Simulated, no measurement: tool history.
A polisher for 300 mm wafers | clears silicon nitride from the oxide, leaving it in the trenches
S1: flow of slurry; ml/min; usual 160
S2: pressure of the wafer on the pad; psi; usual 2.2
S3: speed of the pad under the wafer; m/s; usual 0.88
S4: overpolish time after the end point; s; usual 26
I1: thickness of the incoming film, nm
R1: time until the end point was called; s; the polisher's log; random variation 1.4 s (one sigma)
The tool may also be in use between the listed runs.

| run | day | S1 | S2 | S3 | S4 | I1 | R1 |
|---|---|---|---|---|---|---|---|
| 1 | 0.000 | 160 | 2.2 | 0.88 | 26 | 45.1 | 78.2 |
| 2 | 0.662 | 160 | 2.2 | 0.88 | 26 | 44.3 | 79.2 |
| 3 | 1.333 | 160 | 2.2 | 0.88 | 26 | 44.9 | 78.5 |
| 4 | 1.962 | 160 | 2.0 | 0.88 | 26 | 45.4 | 86.2 |
| 5 | 2.450 | 195 | 2.2 | 0.88 | 26 | 45.0 | 76.4 |
| 6 | 3.088 | 195 | 2.2 | 0.88 | 26 | 45.1 | 75.7 |
| 7 | 3.488 | 160 | 2.2 | 0.88 | 26 | 45.6 | 80.2 |
| 8 | 4.104 | 160 | 2.2 | 0.88 | 26 | 44.6 | 77.8 |
|  | 4.400 | head pressure recalibrated |
| 9 | 4.542 | 160 | 2.2 | 0.88 | 26 | 45.1 | 77.3 |
| 10 | 5.292 | 160 | 2.2 | 0.82 | 26 | 44.5 | 84.8 |
| 11 | 5.604 | 160 | 2.2 | 0.82 | 26 | 45.8 | 84.7 |
|  | 5.979 | worn pad replaced by a new one |
| 12 | 6.000 | 160 | 2.2 | 0.82 | 26 | 45.8 | 85.1 |
|  | 6.083 | slurry nozzle cleaned |
| 13 | 6.233 | 125 | 2.2 | 1.00 | 11 | 44.7 | 72.7 |
| 14 | 6.608 | 160 | 2.2 | 0.88 | 26 | 45.8 | 77.6 |
| 15 | 7.054 | 160 | 2.2 | 1.02 | 11 | 45.3 | 67.5 |
| 16 | 7.767 | 160 | 2.2 | 0.88 | 26 | 44.9 | 78.0 |

The next listed run, before its measurement:
| 17 | 8.271 | 215 | 2.2 | 0.70 | 26 | 45.8 | ? |

{"run 17": {"R1": 99.1}}
Without the tool's hidden state the same run would have given R1 99.1 s.
